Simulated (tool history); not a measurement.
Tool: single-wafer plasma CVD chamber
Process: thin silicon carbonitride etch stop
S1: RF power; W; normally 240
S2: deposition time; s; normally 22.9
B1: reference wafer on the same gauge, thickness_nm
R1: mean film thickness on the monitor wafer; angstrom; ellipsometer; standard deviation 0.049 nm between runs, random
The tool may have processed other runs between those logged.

Run 1, hour 0: usual settings but S1 205 W; B1 12.232. Result: R1 125.96 angstrom.
Run 2, hour 64.3: usual settings but S1 205 W; B1 12.206. Result: R1 125.09 angstrom.
Run 3, hour 103: usual settings but S1 225 W, S2 25.2 s; B1 12.182. Result: R1 141.12 angstrom.
Run 4, hour 158.1: usual settings; B1 12.134. Result: R1 129.72 angstrom.
Run 5, hour 205.3: usual settings; B1 12.106. Result: R1 128.92 angstrom.
At hour 261.5: gauge calibrated.
Run 6, hour 276.4: usual settings; B1 12.285. Result: R1 130.97 angstrom.
At hour 306.6: RF generator calibrated.
Run 7, hour 466.9: usual settings but S1 270 W, S2 25.4 s; B1 12.274. Result: R1 149.03 angstrom.
Run 8, hour 515.9: usual settings but S1 270 W, S2 25.4 s; B1 12.24. Result: R1 149.78 angstrom.
At hour 538.5: thermocouple changed; heater temperature recalibrated.
At hour 561.7: showerhead replaced.
Run 9, hour 568.4: usual settings but S1 195 W; B1 12.232. Result: R1 125.13 angstrom.
Run 10, hour 625.2: usual settings but S1 260 W, S2 19.1 s; B1 12.201. Result: R1 110.59 angstrom.
Run 11, hour 650.5: usual settings; B1 12.191. Result: R1 130.93 angstrom.
Run 12, hour 694: usual settings but S1 200 W, S2 21.5 s; B1 12.176. Result: R1 117.57 angstrom.
Run 13, hour 761.3: usual settings but S1 285 W, S2 19.1 s; B1 12.121. Result: R1 112.26 angstrom.
Run 14, hour 821.2: usual settings; B1 12.088. Result: R1 128.87 angstrom.

5 ways to go on from here, each from the tool as it stands after run 14. What would each give?
Run A, hour 821.6: usual settings but S2 25.8 s; B1 ?. Result: R1 ?.
Run B, hour 821.6: usual settings but S2 26.2 s; B1 ?. Result: R1 ?.
Run C, hour 821.6: usual settings but S1 210 W, S2 20.5 s; B1 ?. Result: R1 ?.
Run D, hour 821.6: usual settings but S1 215 W, S2 19.5 s; B1 ?. Result: R1 ?.
Run E, hour 821.6: usual settings but S1 260 W, S2 24.6 s; B1 ?. Result: R1 ?.

run      B1      R1
  A  12.071  146.11
  B  12.071  148.38
  C  12.071  112.67
  D  12.071  107.73
  E  12.071  141.91
The same runs, with their run-to-run variation unchanged, on a tool lacking any hidden condition would have given:
run      R1
  A  148.79
  B   151.1
  C  114.73
  D  109.71
  E  144.51
